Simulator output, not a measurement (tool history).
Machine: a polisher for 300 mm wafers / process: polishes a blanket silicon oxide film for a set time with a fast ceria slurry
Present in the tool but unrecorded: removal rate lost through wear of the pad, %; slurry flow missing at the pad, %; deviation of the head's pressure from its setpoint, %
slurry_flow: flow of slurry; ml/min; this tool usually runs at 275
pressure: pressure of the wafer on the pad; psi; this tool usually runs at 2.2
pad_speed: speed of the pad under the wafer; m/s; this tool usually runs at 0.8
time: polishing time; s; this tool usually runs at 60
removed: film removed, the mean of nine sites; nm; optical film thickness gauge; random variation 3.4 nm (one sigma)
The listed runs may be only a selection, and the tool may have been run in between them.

run   hour  slurry_flow  pressure  pad_speed  time  wafers since the last listed run  wafers polished on this pad  hours since the slurry nozzle was cleaned  hours since the head pressure was calibrated  incoming thickness of the incoming film, nm  removed
  1      0          275       2.2        0.8    60                                 0                           46                                      337.7                                        1400.8                                       2292.4    552.4
  2   21.7          275       2.2        0.8    60                               215                          262                                      359.4                                        1422.5                                       2347.1    543.9
  3   46.2          275       2.2        0.8    60                               243                          505                                      383.9                                          1447                                       2301.1      536
  4   73.3          275       2.2        0.8    60                               269                          775                                        411                                        1474.1                                       2337.3    535.5
      99.2  -- worn pad replaced by a new one
  5   99.5          275       2.2        0.8    60                               220                            3                                      437.2                                        1500.3                                       2287.7    555.2
  6  117.4          275       2.2        0.8    60                               178                          181                                      455.1                                        1518.2                                       2316.5    556.6
  7  136.2          275       1.8        0.8    60                               187                          368                                      473.9                                          1537                                       2371.3    443.2
  8  150.1          215       2.2        0.8    60                               138                          506                                      487.8                                        1550.9                                       2298.6    525.5
     183.2  -- head pressure recalibrated
  9  183.7          215       2.2        0.8    60                               314                          821                                      521.4                                           0.5                                         2281    520.1
 10  199.7          275       2.6        0.8    60                               159                          980                                      537.4                                          16.5                                       2324.8      633
     214.8  -- worn pad replaced by a new one
 11  231.5          275       2.2        0.9    41                               276                          165                                      569.2                                          48.3                                       2298.5    414.6
     256.2  -- slurry nozzle cleaned
 12  256.9          235       2.6        0.8    49                               242                          408                                        0.7                                          73.7                                       2321.2    516.2
 13  270.5          275       2.2        0.8    60                               135                          544                                       14.3                                          87.3                                       2311.5    538.5
 14  290.8          220       2.2       0.58    60                               202                          746                                       34.6                                         107.6                                       2278.2    387.3
 15  317.1          275       1.8        0.8    60                               261                         1007                                       60.9                                         133.9                                       2340.2      434
     329.7  -- worn pad replaced by a new one
 16  340.3          220       2.2       0.58    60                               191                          105                                       84.1                                         157.1                                       2331.1    397.4
 17  363.6          235       2.2       0.68    60                               231                          337                                      107.4                                         180.4                                       2290.8    460.9
 18  387.1          275       2.2       0.96    60                               233                          571                                      130.9                                         203.9                                       2349.5    636.1
 19  402.4          245       2.2        0.8    76                               152                          723                                      146.2                                         219.2                                       2320.8    674.2
 20  421.6          275       2.2       0.72    60                               191                          914                                      165.4                                         238.4                                       2337.7    482.7

Each row is a separate what-if for the run after 20, all from the same tool condition, not one after another. Results?
  A   422          275       1.6        0.8    60                                 3                          918                                      165.8                                         238.8                                       2323.3        ?
  B   422          310         3        0.8    60                                 3                          918                                      165.8                                         238.8                                       2323.3        ?
  C   422          305       2.2        0.8    60                                 3                          918                                      165.8                                         238.8                                       2323.3        ?
  D   422          275       2.2       0.94    60                                 3                          918                                      165.8                                         238.8                                       2323.3        ?

run  removed
  A    385.3
  B    729.4
  C    534.3
  D    617.4
With the hidden condition removed and each run's random variation left untouched, the same runs would have given:
run  removed
  A      404
  B    764.7
  C    560.1
  D    647.2
